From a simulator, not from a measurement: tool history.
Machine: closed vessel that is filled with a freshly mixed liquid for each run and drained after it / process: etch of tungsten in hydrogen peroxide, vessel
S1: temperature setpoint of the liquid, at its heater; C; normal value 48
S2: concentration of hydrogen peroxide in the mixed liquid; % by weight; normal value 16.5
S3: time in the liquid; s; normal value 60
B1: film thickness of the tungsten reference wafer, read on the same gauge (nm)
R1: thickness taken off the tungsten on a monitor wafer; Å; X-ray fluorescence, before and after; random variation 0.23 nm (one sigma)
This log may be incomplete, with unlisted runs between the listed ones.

{"run": 1, "hour": 0.0, "S1": 48, "S2": 16.5, "S3": 60, "B1": 149.99, "R1": 530}
{"run": 2, "hour": 15.1, "S1": 48, "S2": 16.5, "S3": 60, "B1": 150.07, "R1": 534.1}
{"run": 3, "hour": 24.1, "S1": 48, "S2": 16.5, "S3": 60, "B1": 150.02, "R1": 532.9}
{"run": 4, "hour": 59.8, "S1": 48, "S2": 16.5, "S3": 60, "B1": 150.02, "R1": 535.9}
{"run": 5, "hour": 69.5, "S1": 48, "S2": 16.5, "S3": 60, "B1": 149.99, "R1": 541}
{"run": 6, "hour": 76.5, "S1": 48, "S2": 16.5, "S3": 60, "B1": 150.02, "R1": 530.5}
{"run": 7, "hour": 86.6, "S1": 54.5, "S2": 16.5, "S3": 60, "B1": 149.95, "R1": 788.4}
{"run": 8, "hour": 104.3, "S1": 54.5, "S2": 16.5, "S3": 60, "B1": 149.99, "R1": 794.9}
{"run": 9, "hour": 121.1, "S1": 48, "S2": 16.5, "S3": 70, "B1": 150.01, "R1": 623.7}
{"run": 10, "hour": 138.1, "S1": 48, "S2": 16.5, "S3": 60, "B1": 150.04, "R1": 539.5}
{"run": 11, "hour": 151.4, "S1": 48, "S2": 16.5, "S3": 60, "B1": 150.07, "R1": 539.5}
{"hour": 153.5, "done": "gauge calibrated"}
{"hour": 154.9, "done": "thermometer replaced"}
{"run": 12, "hour": 164.8, "S1": 48, "S2": 16.5, "S3": 60, "B1": 150, "R1": 507.5}
{"run": 13, "hour": 177.9, "S1": 48, "S2": 16.5, "S3": 60, "B1": 149.99, "R1": 507.1}
{"run": 14, "hour": 184.1, "S1": 48, "S2": 16.5, "S3": 60, "B1": 149.98, "R1": 502.8}
{"run": 15, "hour": 194.6, "S1": 48, "S2": 14.5, "S3": 60, "B1": 149.97, "R1": 471.9}
{"run": 16, "hour": 202.4, "S1": 54.5, "S2": 12, "S3": 75, "B1": 150.03, "R1": 801.7}
{"run": 17, "hour": 209.5, "S1": 48, "S2": 19, "S3": 60, "B1": 149.99, "R1": 539.1}
{"run": 18, "hour": 225.6, "S1": 48, "S2": 16.5, "S3": 75, "B1": 150.01, "R1": 631}
{"run": 19, "hour": 233.6, "S1": 38, "S2": 13.5, "S3": 35, "B1": 150.03, "R1": 141.1}
{"hour": 239.0, "done": "new drum of peroxide connected"}
{"run": 20, "hour": 239.9, "S1": 40.5, "S2": 12.5, "S3": 30, "B1": 149.96, "R1": 137.9}
{"run": 21, "hour": 252.7, "S1": 42, "S2": 16.5, "S3": 50, "B1": 150.02, "R1": 289.3}
{"run": 22, "hour": 266.3, "S1": 48, "S2": 16.5, "S3": 60, "B1": 150.02, "R1": 505.6}
{"hour": 270.7, "done": "peroxide flow meter replaced"}
{"run": 23, "hour": 276.0, "S1": 48, "S2": 16.5, "S3": 60, "B1": 150.03, "R1": 504.1}
{"run": 24, "hour": 291.1, "S1": 48, "S2": 16.5, "S3": 80, "B1": 150.02, "R1": 680.8}
{"run": 25, "hour": 308.7, "S1": 48, "S2": 21, "S3": 40, "B1": 150.03, "R1": 382.9}
{"run": 26, "hour": 316.1, "S1": 48, "S2": 16.5, "S3": 60, "B1": 149.99, "R1": 513.7}
{"run": 27, "hour": 322.9, "S1": 48, "S2": 19, "S3": 95, "B1": 150, "R1": 867.4}
{"run": 28, "hour": 338.7, "S1": 42, "S2": 16.5, "S3": 60, "B1": 149.96, "R1": 350.6}
{"run": 29, "hour": 352.6, "S1": 55, "S2": 16.5, "S3": 60, "B1": 150.06, "R1": 780}

Predict each of these 5 candidate next runs independently; none follows another, all start after run 29:
{"run": "A", "hour": 353.3, "S1": 48, "S2": 16.5, "S3": 45, "B1": "?", "R1": "?"}
{"run": "B", "hour": 353.3, "S1": 48, "S2": 19.5, "S3": 60, "B1": "?", "R1": "?"}
{"run": "C", "hour": 353.3, "S1": 48, "S2": 12, "S3": 60, "B1": "?", "R1": "?"}
{"run": "D", "hour": 353.3, "S1": 44, "S2": 20, "S3": 50, "B1": "?", "R1": "?"}
{"run": "E", "hour": 353.3, "S1": 39.5, "S2": 12, "S3": 40, "B1": "?", "R1": "?"}

run=A B1=149.96 R1=381.9
run=B B1=149.96 R1=553.6
run=C B1=149.96 R1=434.3
run=D B1=149.96 R1=363.8
run=E B1=149.96 R1=168.8
The same runs, with their run-to-run variation unchanged, on a tool lacking any hidden condition would have given:
run=A R1=374.4
run=B R1=542.8
run=C R1=425.8
run=D R1=356.5
run=E R1=165.4
